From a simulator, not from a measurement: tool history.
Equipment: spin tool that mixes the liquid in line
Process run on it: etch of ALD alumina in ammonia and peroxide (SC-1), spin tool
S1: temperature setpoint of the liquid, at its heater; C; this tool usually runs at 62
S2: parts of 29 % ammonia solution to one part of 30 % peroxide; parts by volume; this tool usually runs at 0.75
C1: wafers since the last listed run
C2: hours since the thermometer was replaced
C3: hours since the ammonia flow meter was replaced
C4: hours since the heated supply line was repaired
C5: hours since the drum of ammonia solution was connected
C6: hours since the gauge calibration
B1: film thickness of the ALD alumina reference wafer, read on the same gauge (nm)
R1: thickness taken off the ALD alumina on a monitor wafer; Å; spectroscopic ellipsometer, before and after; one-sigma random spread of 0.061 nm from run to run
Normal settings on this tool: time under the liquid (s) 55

run 1 day=0 | S1=56 S2=0.75 time_under_the_liquid_(s)=40 | C1=0 C2=2576.1 C3=1285 C4=843.2 C5=725.5 C6=101.4 | B1=30 | R1=35.4
run 2 day=0.7 | S1=56 S2=0.75 time_under_the_liquid_(s)=40 | C1=199 C2=2592.9 C3=1301.8 C4=860 C5=742.3 C6=118.2 | B1=29.99 | R1=35.4
run 3 day=1.125 | S1=56 S2=0.75 time_under_the_liquid_(s)=40 | C1=121 C2=2603.1 C3=1312 C4=870.2 C5=752.5 C6=128.4 | B1=30.02 | R1=35.5
run 4 day=1.812 | S1=62 S2=0.75 time_under_the_liquid_(s)=40 | C1=196 C2=2619.6 C3=1328.5 C4=886.7 C5=769 C6=144.9 | B1=29.99 | R1=48.3
run 5 day=2.288 | S1=62 S2=0.75 time_under_the_liquid_(s)=40 | C1=135 C2=2631 C3=1339.9 C4=898.1 C5=780.4 C6=156.3 | B1=30.02 | R1=47.8
run 6 day=2.725 | S1=62 S2=0.75 time_under_the_liquid_(s)=40 | C1=124 C2=2641.5 C3=1350.4 C4=908.6 C5=790.9 C6=166.8 | B1=29.99 | R1=48.3
run 7 day=3.067 | S1=62 S2=0.75 time_under_the_liquid_(s)=55 | C1=97 C2=2649.7 C3=1358.6 C4=916.8 C5=799.1 C6=175 | B1=30.03 | R1=65.7
run 8 day=3.546 | S1=59 S2=0.75 time_under_the_liquid_(s)=55 | C1=136 C2=2661.2 C3=1370.1 C4=928.3 C5=810.6 C6=186.5 | B1=30.02 | R1=57.2
run 9 day=4.367 | S1=59 S2=0.75 time_under_the_liquid_(s)=55 | C1=234 C2=2680.9 C3=1389.8 C4=948 C5=830.3 C6=206.2 | B1=29.97 | R1=56.4
run 10 day=4.7 | S1=62 S2=0.75 time_under_the_liquid_(s)=55 | C1=95 C2=2688.9 C3=1397.8 C4=956 C5=838.3 C6=214.2 | B1=29.99 | R1=66.1
-- day=4.854 heated supply line repaired
run 11 day=5.238 | S1=62 S2=0.75 time_under_the_liquid_(s)=55 | C1=141 C2=2701.8 C3=1410.7 C4=9.2 C5=851.2 C6=227.1 | B1=30 | R1=66.6
run 12 day=5.908 | S1=62 S2=0.75 time_under_the_liquid_(s)=55 | C1=191 C2=2717.9 C3=1426.8 C4=25.3 C5=867.3 C6=243.2 | B1=30 | R1=66.3
-- day=6.233 new drum of ammonia solution connected
run 13 day=6.354 | S1=68 S2=0.45 time_under_the_liquid_(s)=40 | C1=115 C2=2728.6 C3=1437.5 C4=36 C5=2.9 C6=253.9 | B1=29.98 | R1=62.7
run 14 day=7.042 | S1=68 S2=0.45 time_under_the_liquid_(s)=40 | C1=196 C2=2745.1 C3=1454 C4=52.5 C5=19.4 C6=270.4 | B1=29.99 | R1=60.5
run 15 day=7.429 | S1=64.5 S2=0.95 time_under_the_liquid_(s)=45 | C1=110 C2=2754.4 C3=1463.3 C4=61.8 C5=28.7 C6=279.7 | B1=30.04 | R1=62.5
run 16 day=8.142 | S1=54.5 S2=0.75 time_under_the_liquid_(s)=70 | C1=203 C2=2771.5 C3=1480.4 C4=78.9 C5=45.8 C6=296.8 | B1=30 | R1=56.9
run 17 day=8.642 | S1=62 S2=0.95 time_under_the_liquid_(s)=55 | C1=142 C2=2783.5 C3=1492.4 C4=90.9 C5=57.8 C6=308.8 | B1=30.04 | R1=68.6
-- day=8.9 ammonia flow meter replaced
-- day=9.304 gauge calibrated
-- day=10.254 thermometer replaced
run 18 day=10.85 | S1=66 S2=1.05 time_under_the_liquid_(s)=40 | C1=606 C2=14.3 C3=46.8 C4=143.9 C5=110.8 C6=37.1 | B1=30.01 | R1=61
run 19 day=11.312 | S1=69 S2=0.75 time_under_the_liquid_(s)=55 | C1=132 C2=25.4 C3=57.9 C4=155 C5=121.9 C6=48.2 | B1=30.01 | R1=93.8
run 20 day=11.921 | S1=65.5 S2=1.1 time_under_the_liquid_(s)=55 | C1=173 C2=40 C3=72.5 C4=169.6 C5=136.5 C6=62.8 | B1=30 | R1=81.5
run 21 day=12.471 | S1=62 S2=0.75 time_under_the_liquid_(s)=70 | C1=156 C2=53.2 C3=85.7 C4=182.8 C5=149.7 C6=76 | B1=30.02 | R1=84.1
run 22 day=12.979 | S1=62 S2=0.75 time_under_the_liquid_(s)=55 | C1=145 C2=65.4 C3=97.9 C4=195 C5=161.9 C6=88.2 | B1=30 | R1=66.6
run 23 day=13.525 | S1=66.5 S2=0.75 time_under_the_liquid_(s)=20 | C1=155 C2=78.5 C3=111 C4=208.1 C5=175 C6=101.3 | B1=29.99 | R1=30.5
run 24 day=13.808 | S1=62 S2=0.75 time_under_the_liquid_(s)=55 | C1=80 C2=85.3 C3=117.8 C4=214.9 C5=181.8 C6=108.1 | B1=29.99 | R1=66.6

Run-by-run hidden state of the tool:
liquid colder than its thermometer reads (K): 0, the same for each run
ammonia flow above the setpoint (%): 0, the same for each run
temperature lost on the way to the wafer (K): 0, the same for each run
ammonia solution weaker than its label (%): 0, the same for each run
gauge reads high (%): 0, the same for each run
